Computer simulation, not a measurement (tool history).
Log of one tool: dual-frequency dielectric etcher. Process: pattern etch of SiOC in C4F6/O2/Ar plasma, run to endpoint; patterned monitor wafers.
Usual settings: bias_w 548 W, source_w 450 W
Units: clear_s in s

run,hour,bias_w,source_w,wafers since the last listed run,hours since the last wet clean,hours since the last bias power generator calibration,hours since the last source power generator calibration,hours since the last upper electrode change,"incoming incoming film thickness, nm",clear_s
1,0,478,450,0,456.8,1593.6,1563.5,5157.4,50.6,16.9
2,22.7,478,450,345,479.5,1616.3,1586.2,5180.1,50.5,16.8
3,52.6,586,450,454,509.4,1646.2,1616.1,5210,51.1,15.6
4,74.4,548,450,331,531.2,1668,1637.9,5231.8,50.9,16.1
# hour 105.8: upper electrode replaced
5,106.3,548,450,120,563.1,1699.9,1669.8,0.5,51.2,16.2
6,108.7,548,450,36,565.5,1702.3,1672.2,2.9,50.8,16.2
# hour 135.5: wet clean of the chamber
7,136,548,450,50,0.5,1729.6,1699.5,30.2,50.7,15.8
8,153,548,450,258,17.5,1746.6,1716.5,47.2,51.1,16
9,177.6,548,450,374,42.1,1771.2,1741.1,71.8,51,15.9
10,199.3,548,450,330,63.8,1792.9,1762.8,93.5,50.4,15.7
11,229.9,548,380,465,94.4,1823.5,1793.4,124.1,51.2,16.8
12,244.3,548,380,219,108.8,1837.9,1807.8,138.5,50.5,16.6
13,277.2,610,400,500,141.7,1870.8,1840.7,171.4,51.2,15.9
14,292.8,470,450,237,157.3,1886.4,1856.3,187,50.5,16.9
15,326.9,592,480,518,191.4,1920.5,1890.4,221.1,50.9,15.2
# hour 332.1: bias power generator calibrated
# hour 367.5: source power generator calibrated
16,378.9,661,540,669,243.4,46.8,11.4,273.1,50.5,14
17,401.2,548,560,339,265.7,69.1,33.7,295.4,50.6,14.9
18,427,548,450,392,291.5,94.9,59.5,321.2,51,15.9
19,456.8,423,530,453,321.3,124.7,89.3,351,50.8,17.1
20,516.6,632,450,909,381.1,184.5,149.1,410.8,51,15.2
21,532.3,456,540,238,396.8,200.2,164.8,426.5,51,16.4
22,546.8,633,450,220,411.3,214.7,179.3,441,50.9,15.2
23,561.6,498,520,225,426.1,229.5,194.1,455.8,51.1,16.1
24,579.1,548,450,266,443.6,247,211.6,473.3,51,16.1
25,593.5,444,360,219,458,261.4,226,487.7,51.5,18.9
26,605.9,675,500,188,470.4,273.8,238.4,500.1,51.1,14.4
27,633.4,470,450,418,497.9,301.3,265.9,527.6,51.3,17.2
28,649.6,465,510,246,514.1,317.5,282.1,543.8,50.7,16.5
29,670.4,672,510,316,534.9,338.3,302.9,564.6,50.8,14.4
30,704.7,595,450,521,569.2,372.6,337.2,598.9,50.9,15.6
31,730.3,440,390,389,594.8,398.2,362.8,624.5,50.9,18.4
32,753.8,461,520,357,618.3,421.7,386.3,648,50.4,16.5
# hour 778.8: wet clean of the chamber
33,779.3,506,380,22,0.5,447.2,411.8,673.5,50.7,16.9
34,788.8,628,350,144,10,456.7,421.3,683,50.7,15.9
35,814.2,669,380,386,35.4,482.1,446.7,708.4,50.6,15.2
36,830.2,548,450,243,51.4,498.1,462.7,724.4,51,15.9

How the hidden state differs across the entries between the runs, from the last listed run before each to the first after it:
Between runs 4 and 5: upper electrode replaced (hour 105.8)
  etch rate over this chamber's usual, %: -1.95 -> -2.08
  measured less the result without the state, clear_s: +0.3 -> +0.4 s
Between runs 6 and 7: wet clean of the chamber (hour 135.5)
  etch rate over this chamber's usual, %: -2.09 -> -0.214
  measured less the result without the state, clear_s: +0.4 -> +0.1 s
Between runs 15 and 16: bias power generator calibrated (hour 332.1); source power generator calibrated (hour 367.5)
  etch rate over this chamber's usual, %: -0.979 -> -1.19
  measured less the result without the state, clear_s: +0.2 -> +0.1 s
Between runs 32 and 33: wet clean of the chamber (hour 778.8)
  etch rate over this chamber's usual, %: -2.69 -> 0.0241
  measured less the result without the state, clear_s: +0.4 -> +0 s
